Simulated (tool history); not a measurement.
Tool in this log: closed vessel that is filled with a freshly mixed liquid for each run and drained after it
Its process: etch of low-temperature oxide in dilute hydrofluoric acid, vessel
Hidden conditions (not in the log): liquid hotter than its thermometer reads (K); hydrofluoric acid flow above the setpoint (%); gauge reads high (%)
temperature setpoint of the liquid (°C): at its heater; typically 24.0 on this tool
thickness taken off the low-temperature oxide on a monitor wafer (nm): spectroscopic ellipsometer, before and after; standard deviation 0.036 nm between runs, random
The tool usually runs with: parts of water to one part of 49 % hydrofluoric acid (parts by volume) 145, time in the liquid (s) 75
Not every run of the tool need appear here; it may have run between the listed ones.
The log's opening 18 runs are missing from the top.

run   hour  temperature setpoint of the liquid (°C)  parts of water to one part of 49 % hydrofluoric acid (parts by volume)  time in the liquid (s)  wafers since the last listed run  hours since the thermometer was replaced  hours since the hydrofluoric acid flow meter was replaced  hours since the gauge calibration  read-back film thickness of the low-temperature oxide reference wafer, read on the same gauge (nm)  thickness taken off the low-temperature oxide on a monitor wafer (nm)
 19  236.0                                     24.0                                                                     185                      35                              1723                                     187.9                                                      173.5                               88.8                                                                                               80.00                                                                   4.03
 20  249.8                                     24.0                                                                     145                      75                              1829                                     201.7                                                      187.3                              102.6                                                                                               80.03                                                                  11.57
 21  265.0                                     24.0                                                                     145                      75                              2014                                     216.9                                                      202.5                              117.8                                                                                               80.00                                                                  11.57
 22  275.7                                     26.5                                                                     200                      60                              1418                                     227.6                                                      213.2                              128.5                                                                                               79.99                                                                   6.93
 23  290.3                                     25.5                                                                     145                      95                              1935                                     242.2                                                      227.8                              143.1                                                                                               80.00                                                                  15.54
 24  304.5                                     24.0                                                                     190                      75                              1882                                     256.4                                                      242.0                              157.3                                                                                               80.00                                                                   8.39
 25  316.4                                     25.5                                                                     175                      85                              1577                                     268.3                                                      253.9                              169.2                                                                                               79.98                                                                  11.10
 26  330.9                                     28.5                                                                     195                      60                              1922                                     282.8                                                      268.4                              183.7                                                                                               79.99                                                                   7.64
 27  343.5                                     19.5                                                                     145                      75                              1670                                     295.4                                                      281.0                              196.3                                                                                               79.99                                                                   9.74
 28  356.6                                     24.0                                                                     145                      75                              1736                                     308.5                                                      294.1                              209.4                                                                                               80.03                                                                  11.56
 29  373.1                                     27.5                                                                     125                     105                              2187                                     325.0                                                      310.6                              225.9                                                                                               80.02                                                                  22.16
 30  383.7                                     24.0                                                                     145                      50                              1405                                     335.6                                                      321.2                              236.5                                                                                               79.99                                                                   7.77
 31  396.5                                     24.0                                                                     200                      40                              1696                                     348.4                                                      334.0                              249.3                                                                                               80.00                                                                   4.20
 32  410.5                                     24.0                                                                     195                      75                              1855                                     362.4                                                      348.0                              263.3                                                                                               80.00                                                                   8.18
 33  426.1                                     29.0                                                                      75                      75                              2067                                     378.0                                                      363.6                              278.9                                                                                               80.02                                                                  29.98

Alternative continuations, all from the tool just after run 33; predict every row:
  A  426.8                                     24.0                                                                     145                      30                                92                                     378.7                                                      364.3                              279.6                                                                                                   ?                                                                      ?
  B  426.8                                     24.0                                                                     185                      45                                92                                     378.7                                                      364.3                              279.6                                                                                                   ?                                                                      ?
  C  426.8                                     27.5                                                                     170                      50                                92                                     378.7                                                      364.3                              279.6                                                                                                   ?                                                                      ?

run  read-back film thickness of the low-temperature oxide reference wafer, read on the same gauge (nm)  thickness taken off the low-temperature oxide on a monitor wafer (nm)
  A                                                                                               79.99                                                                   4.66
  B                                                                                               79.99                                                                   5.23
  C                                                                                               79.99                                                                   7.32
The same runs, with their run-to-run variation unchanged, on a tool lacking any hidden condition would have given:
run  thickness taken off the low-temperature oxide on a monitor wafer (nm)
  A                                                                   4.55
  B                                                                   5.11
  C                                                                   7.16

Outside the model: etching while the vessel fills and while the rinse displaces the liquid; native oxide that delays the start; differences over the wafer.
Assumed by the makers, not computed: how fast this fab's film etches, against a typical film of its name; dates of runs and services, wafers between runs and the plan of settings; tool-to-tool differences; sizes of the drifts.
